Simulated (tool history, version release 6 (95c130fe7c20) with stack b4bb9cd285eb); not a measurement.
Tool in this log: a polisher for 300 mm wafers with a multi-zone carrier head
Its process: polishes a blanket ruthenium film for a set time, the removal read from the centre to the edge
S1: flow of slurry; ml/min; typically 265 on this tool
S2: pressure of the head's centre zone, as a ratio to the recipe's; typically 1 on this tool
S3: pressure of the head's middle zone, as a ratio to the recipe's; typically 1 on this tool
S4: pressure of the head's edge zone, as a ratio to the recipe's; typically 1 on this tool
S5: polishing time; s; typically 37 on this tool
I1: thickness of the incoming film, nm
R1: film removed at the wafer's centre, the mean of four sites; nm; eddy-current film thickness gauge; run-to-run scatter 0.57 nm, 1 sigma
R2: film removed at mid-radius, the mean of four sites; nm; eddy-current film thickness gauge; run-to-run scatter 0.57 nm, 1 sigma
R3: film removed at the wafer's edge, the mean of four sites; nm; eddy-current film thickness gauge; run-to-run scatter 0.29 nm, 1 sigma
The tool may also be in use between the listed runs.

run	day	S1	S2	S3	S4	S5	I1	R1	R2	R3
1	0	265	1	1	1	37	522	34.6	34.5	36.4
2	1.833	265	1	0.95	1	37	510.1	34.8	31.6	35
# day 2.575: carrier head's membrane replaced by a new one
# day 3.55: worn pad replaced by a new one
3	5.571	265	1	0.95	1	37	523.3	37.8	36.2	38.7
4	8.221	265	1	0.95	1	37	511.9	38.5	35.5	37.9
5	9.838	215	1.08	1	1	37	510.8	38.4	35.9	36.7
6	11.792	215	1.08	1	1	37	518.2	37.9	34.6	36.3
# day 14.846: edge zone pressure recalibrated
# day 18.154: worn pad replaced by a new one
7	20.117	205	1	1	0.91	48	525.2	47.8	46.9	46.6
8	22.058	265	1	1	1	37	523.1	37	38.7	38.7
9	23.221	265	1	1	1	37	525	36	37.1	38.4
10	24.846	265	1	1.1	0.91	42	527.8	40.8	45.2	41.1
11	27.212	265	1	1	1	37	515.8	36.2	35.8	36.9
# day 28.871: centre zone pressure recalibrated
12	29.342	265	1	1	1	37	514.7	34.7	34.7	36.3
# day 29.671: slurry nozzle cleaned
13	31.308	265	0.94	1	1	29	511.9	25	26.5	27.2
14	32.783	265	0.95	1	1.05	37	509.5	31.6	32.5	34.5
# day 33.517: worn pad replaced by a new one
15	35.092	265	1	1	1	29	521.3	29.7	30.3	30.5
16	36.875	330	1.03	0.9	0.88	37	529.8	39.4	36.2	37.7
17	39.096	180	1.09	0.94	1	37	508.3	38.5	33.9	36.8
# day 40.688: edge zone pressure recalibrated
18	41.904	205	1	1	1	30	518.1	28.9	28.5	29.9
19	43.429	265	0.94	1	0.89	37	522.7	33.4	36.2	34.8
20	45.988	205	1	1	1	30	524.1	26.8	27.7	27.7
# day 48.908: worn pad replaced by a new one
21	48.929	265	1	1.08	1	37	525.7	37.7	40.5	38.5

5 options for the next run, each taken on its own from the tool as it stands now. Forecast them:
A	48.946	345	1	1	1	37	525.7	?	?	?
B	48.946	225	1.12	0.94	1	42	525.7	?	?	?
C	48.946	265	0.92	1	1.11	37	525.7	?	?	?
D	48.946	210	1	1	1.11	37	525.7	?	?	?
E	48.946	265	1.11	1	1	26	525.7	?	?	?

run	R1	R2	R3
A	39.6	38.8	38.9
B	47.8	39.8	42.6
C	35.4	37.7	40.2
D	37.1	36.5	39.2
E	30	26.5	26.8
The same runs, with their run-to-run variation unchanged, on a tool lacking any hidden condition would have given:
run	R1	R2	R3
A	40.5	39.7	39.8
B	48.8	40.7	43.6
C	36.2	38.6	41.1
D	37.9	37.4	40.1
E	30.7	27.1	27.4

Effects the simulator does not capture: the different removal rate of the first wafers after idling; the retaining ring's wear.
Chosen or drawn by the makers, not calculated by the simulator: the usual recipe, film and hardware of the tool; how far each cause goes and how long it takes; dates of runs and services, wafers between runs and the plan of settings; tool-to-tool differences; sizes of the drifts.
